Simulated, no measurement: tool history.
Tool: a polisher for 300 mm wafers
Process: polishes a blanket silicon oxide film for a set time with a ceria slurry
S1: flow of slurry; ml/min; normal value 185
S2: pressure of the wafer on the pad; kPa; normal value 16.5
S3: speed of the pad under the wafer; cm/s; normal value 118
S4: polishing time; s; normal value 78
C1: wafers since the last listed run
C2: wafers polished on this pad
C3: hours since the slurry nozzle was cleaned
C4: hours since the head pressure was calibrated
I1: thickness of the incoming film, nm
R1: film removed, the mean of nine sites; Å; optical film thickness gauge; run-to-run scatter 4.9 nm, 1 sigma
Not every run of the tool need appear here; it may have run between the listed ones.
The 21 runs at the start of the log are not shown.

run 22 hour=1408.7 | S1=170 S2=16.5 S3=118 S4=78 | C1=499 C2=3913 C3=86.8 C4=103.9 | I1=1539.7 | R1=3528
run 23 hour=1446.5 | S1=220 S2=16.5 S3=118 S4=78 | C1=532 C2=4446 C3=124.6 C4=141.7 | I1=1579.2 | R1=3543
run 24 hour=1552.6 | S1=185 S2=13.1 S3=86 S4=78 | C1=1495 C2=5941 C3=230.7 C4=247.8 | I1=1579.5 | R1=2206
-- hour=1572.6 worn pad replaced by a new one
run 25 hour=1617.6 | S1=185 S2=16.5 S3=134 S4=91 | C1=859 C2=634 C3=295.7 C4=312.8 | I1=1588.7 | R1=4425
run 26 hour=1685.4 | S1=185 S2=19.3 S3=118 S4=78 | C1=955 C2=1590 C3=363.5 C4=380.6 | I1=1574.5 | R1=3561
run 27 hour=1731.4 | S1=185 S2=16.5 S3=118 S4=97 | C1=648 C2=2239 C3=409.5 C4=426.6 | I1=1534.3 | R1=3976
-- hour=1739.5 slurry nozzle cleaned
run 28 hour=1799.1 | S1=135 S2=16.5 S3=118 S4=100 | C1=940 C2=3179 C3=59.6 C4=494.3 | I1=1564.6 | R1=4220
run 29 hour=1841.2 | S1=155 S2=12.4 S3=90 S4=78 | C1=593 C2=3772 C3=101.7 C4=536.4 | I1=1556.8 | R1=2165
run 30 hour=1899.1 | S1=135 S2=17.9 S3=118 S4=78 | C1=816 C2=4588 C3=159.6 C4=594.3 | I1=1554.8 | R1=3476
run 31 hour=1954.2 | S1=135 S2=17.9 S3=118 S4=78 | C1=776 C2=5365 C3=214.7 C4=649.4 | I1=1551.6 | R1=3391
run 32 hour=1998.5 | S1=185 S2=11.7 S3=118 S4=78 | C1=624 C2=5990 C3=259 C4=693.7 | I1=1536.9 | R1=2754

Each row is a separate what-if for the run after 32, all from the same tool condition, not one after another. Results?
run A hour=1998.9 | S1=185 S2=16.5 S3=118 S4=78 | C1=5 C2=5995 C3=259.4 C4=694.1 | I1=1538.3 | R1=?
run B hour=1998.9 | S1=185 S2=16.5 S3=138 S4=78 | C1=5 C2=5995 C3=259.4 C4=694.1 | I1=1538.3 | R1=?
run C hour=1998.9 | S1=230 S2=15.2 S3=80 S4=78 | C1=5 C2=5995 C3=259.4 C4=694.1 | I1=1538.3 | R1=?

run=A R1=3384
run=B R1=3957
run=C R1=2254
With no hidden state in the tool, these same runs would have given:
run=A R1=3526
run=B R1=4123
run=C R1=2331

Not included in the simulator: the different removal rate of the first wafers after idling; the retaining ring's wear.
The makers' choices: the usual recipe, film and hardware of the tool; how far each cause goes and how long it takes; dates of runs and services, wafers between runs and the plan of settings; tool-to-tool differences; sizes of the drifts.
